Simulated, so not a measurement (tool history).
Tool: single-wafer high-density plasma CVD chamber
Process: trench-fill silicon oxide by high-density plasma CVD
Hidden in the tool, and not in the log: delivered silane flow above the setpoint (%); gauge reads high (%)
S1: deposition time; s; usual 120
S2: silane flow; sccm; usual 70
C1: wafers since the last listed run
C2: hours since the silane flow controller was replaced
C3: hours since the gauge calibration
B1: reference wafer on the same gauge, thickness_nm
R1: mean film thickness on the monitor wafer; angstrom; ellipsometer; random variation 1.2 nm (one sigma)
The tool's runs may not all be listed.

run 1 hour=0.0 | S1=120 S2=70 | C1=0 C2=2509.7 C3=188.4 | B1=903.185 | R1=8476.16
run 2 hour=27.2 | S1=120 S2=70 | C1=273 C2=2536.9 C3=215.6 | B1=902.969 | R1=8503.34
run 3 hour=55.5 | S1=120 S2=70 | C1=284 C2=2565.2 C3=243.9 | B1=902.903 | R1=8496.21
run 4 hour=76.7 | S1=105 S2=70 | C1=212 C2=2586.4 C3=265.1 | B1=902.915 | R1=7423.55
run 5 hour=112.5 | S1=139 S2=76 | C1=359 C2=2622.2 C3=300.9 | B1=903.456 | R1=10547.62
run 6 hour=139.9 | S1=139 S2=76 | C1=275 C2=2649.6 C3=328.3 | B1=902.922 | R1=10552.09
run 7 hour=227.4 | S1=120 S2=75 | C1=878 C2=2737.1 C3=415.8 | B1=902.835 | R1=9012.56

Forecast run 8:
run 8 hour=240.6 | S1=128 S2=74 | C1=132 C2=2750.3 C3=429.0 | B1=? | R1=?

Run 8 gave B1 902.891, R1 9496.86 angstrom.
Without the tool's hidden state the same run would have given R1 9021.06 angstrom.

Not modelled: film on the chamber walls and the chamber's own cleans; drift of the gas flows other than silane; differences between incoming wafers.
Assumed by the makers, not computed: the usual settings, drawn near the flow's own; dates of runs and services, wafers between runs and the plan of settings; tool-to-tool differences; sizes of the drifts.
